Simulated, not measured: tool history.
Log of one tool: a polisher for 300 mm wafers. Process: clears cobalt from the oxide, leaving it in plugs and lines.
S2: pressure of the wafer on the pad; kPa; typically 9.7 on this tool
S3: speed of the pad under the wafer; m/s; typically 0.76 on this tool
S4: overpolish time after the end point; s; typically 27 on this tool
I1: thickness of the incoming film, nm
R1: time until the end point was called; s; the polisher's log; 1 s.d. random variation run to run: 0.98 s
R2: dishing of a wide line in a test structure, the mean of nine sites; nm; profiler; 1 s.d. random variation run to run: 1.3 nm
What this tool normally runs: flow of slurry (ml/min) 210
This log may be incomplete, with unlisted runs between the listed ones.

Run 1, hour 0.0: usual settings but S3 0.94 m/s; I1 180.2. Result: R1 56.7 s, R2 55.0 nm.
At hour 21.1: worn pad replaced by a new one.
Run 2, hour 32.7: usual settings but S4 38 s; I1 179.8. Result: R1 63.8 s, R2 64.3 nm.
Run 3, hour 58.4: usual settings but S4 38 s; I1 180.5. Result: R1 65.9 s, R2 59.3 nm.
Run 4, hour 83.6: usual settings but S4 38 s; I1 177.0. Result: R1 66.5 s, R2 61.1 nm.
Run 5, hour 115.9: usual settings but S3 0.82 m/s; I1 179.0. Result: R1 61.8 s, R2 49.6 nm.
Run 6, hour 140.8: usual settings but S2 11.0 kPa; I1 181.7. Result: R1 60.7 s, R2 53.0 nm.
Run 7, hour 158.4: usual settings but S2 11.0 kPa; I1 180.7. Result: R1 58.6 s, R2 51.3 nm.
At hour 180.1: head pressure recalibrated.
Run 8, hour 183.8: usual settings but S2 11.0 kPa; I1 180.1. Result: R1 59.4 s, R2 51.1 nm.
Run 9, hour 218.3: usual settings but flow of slurry (ml/min) 225, S4 21 s; I1 177.2. Result: R1 66.4 s, R2 41.9 nm.
Run 10, hour 236.2: usual settings but S4 37 s; I1 177.2. Result: R1 67.3 s, R2 58.5 nm.
Run 11, hour 257.6: usual settings; I1 179.9. Result: R1 69.3 s, R2 50.7 nm.
At hour 273.0: worn pad replaced by a new one, of another model than before.
Run 12, hour 292.6: usual settings but flow of slurry (ml/min) 280, S2 6.2 kPa, S3 0.88 m/s, S4 18 s; I1 179.0. Result: R1 78.2 s, R2 33.2 nm.
Run 13, hour 348.2: usual settings; I1 182.0. Result: R1 69.1 s, R2 47.7 nm.
Run 14, hour 368.1: usual settings but S3 0.56 m/s, S4 22 s; I1 182.7. Result: R1 84.6 s, R2 36.1 nm.
Run 15, hour 391.2: usual settings but S2 11.7 kPa, S4 13 s; I1 179.3. Result: R1 57.3 s, R2 33.6 nm.
Run 16, hour 482.9: usual settings; I1 178.9. Result: R1 69.3 s, R2 48.3 nm.
Run 17, hour 517.7: usual settings; I1 180.6. Result: R1 69.9 s, R2 49.3 nm.
Run 18, hour 538.2: usual settings but flow of slurry (ml/min) 150, S2 6.2 kPa, S3 0.86 m/s; I1 177.0. Result: R1 90.8 s, R2 39.6 nm.
At hour 544.9: head pressure recalibrated.
Run 19, hour 560.2: usual settings but flow of slurry (ml/min) 185, S2 9.0 kPa; I1 179.0. Result: R1 75.0 s, R2 45.7 nm.
At hour 593.1: slurry nozzle cleaned.
Run 20, hour 595.3: usual settings but flow of slurry (ml/min) 185, S2 11.7 kPa, S3 0.84 m/s, S4 35 s; I1 180.4. Result: R1 56.8 s, R2 63.7 nm.
At hour 613.4: worn pad replaced by a new one.
Run 21, hour 661.5: usual settings but S3 0.96 m/s, S4 14 s; I1 178.2. Result: R1 55.0 s, R2 34.7 nm.
Run 22, hour 688.8: usual settings but flow of slurry (ml/min) 175, S3 0.58 m/s, S4 21 s; I1 181.6. Result: R1 82.3 s, R2 36.3 nm.
Run 23, hour 704.4: usual settings but S4 38 s; I1 179.9. Result: R1 67.3 s, R2 63.1 nm.
Run 24, hour 716.4: usual settings but S3 0.60 m/s; I1 176.0. Result: R1 78.3 s, R2 42.8 nm.
Run 25, hour 749.0: usual settings but flow of slurry (ml/min) 285, S2 6.9 kPa; I1 179.8. Result: R1 86.2 s, R2 43.3 nm.
Run 26, hour 775.9: usual settings; I1 180.8. Result: R1 68.3 s, R2 47.3 nm.
Run 27, hour 798.6: usual settings; I1 177.4. Result: R1 66.9 s, R2 49.4 nm.
Run 28, hour 822.8: usual settings; I1 177.8. Result: R1 67.2 s, R2 47.8 nm.
Run 29, hour 882.0: usual settings but S2 12.4 kPa, S3 0.56 m/s, S4 20 s; I1 182.4. Result: R1 71.7 s, R2 40.4 nm.
At hour 898.4: head pressure recalibrated.
At hour 904.9: worn pad replaced by a new one.
Run 30, hour 905.4: usual settings but flow of slurry (ml/min) 255, S2 13.1 kPa, S3 0.86 m/s, S4 38 s; I1 179.3. Result: R1 45.2 s, R2 69.9 nm.
Run 31, hour 921.4: usual settings but flow of slurry (ml/min) 175, S2 7.6 kPa; I1 179.6. Result: R1 78.0 s, R2 45.6 nm.
Run 32, hour 956.3: usual settings but flow of slurry (ml/min) 230, S2 6.2 kPa, S3 0.54 m/s; I1 182.8. Result: R1 116.5 s, R2 33.4 nm.
Run 33, hour 989.3: usual settings but flow of slurry (ml/min) 170, S2 8.3 kPa, S4 23 s; I1 182.5. Result: R1 78.4 s, R2 40.0 nm.

Results for each run, recomputed without the tool's hidden state and with each run's random variation untouched:
Unlogged tool condition in this case: removal rate lost through wear of the pad, %; slurry flow missing at the pad, %; deviation of the head's pressure from its setpoint, %.
run     R1    R2
  1   51.6  58.0
  2   63.1  64.6
  3   64.0  60.2
  4   63.6  62.5
  5   58.3  51.3
  6   56.8  55.1
  7   54.6  53.4
  8   55.1  53.4
  9   61.3  44.4
 10   62.0  61.1
 11   63.7  53.5
 12   76.4  33.8
 13   65.4  49.3
 14   79.5  37.8
 15   53.4  35.5
 16   63.4  51.1
 17   63.8  52.2
 18   82.8  42.3
 19   68.3  48.6
 20   51.7  66.6
 21   53.1  35.6
 22   78.5  37.7
 23   63.7  64.9
 24   73.8  44.5
 25   80.5  45.4
 26   63.5  49.6
 27   61.9  51.9
 28   62.0  50.3
 29   65.8  42.9
 30   45.1  70.0
 31   76.7  46.1
 32  112.0  34.5
 33   74.2  41.6
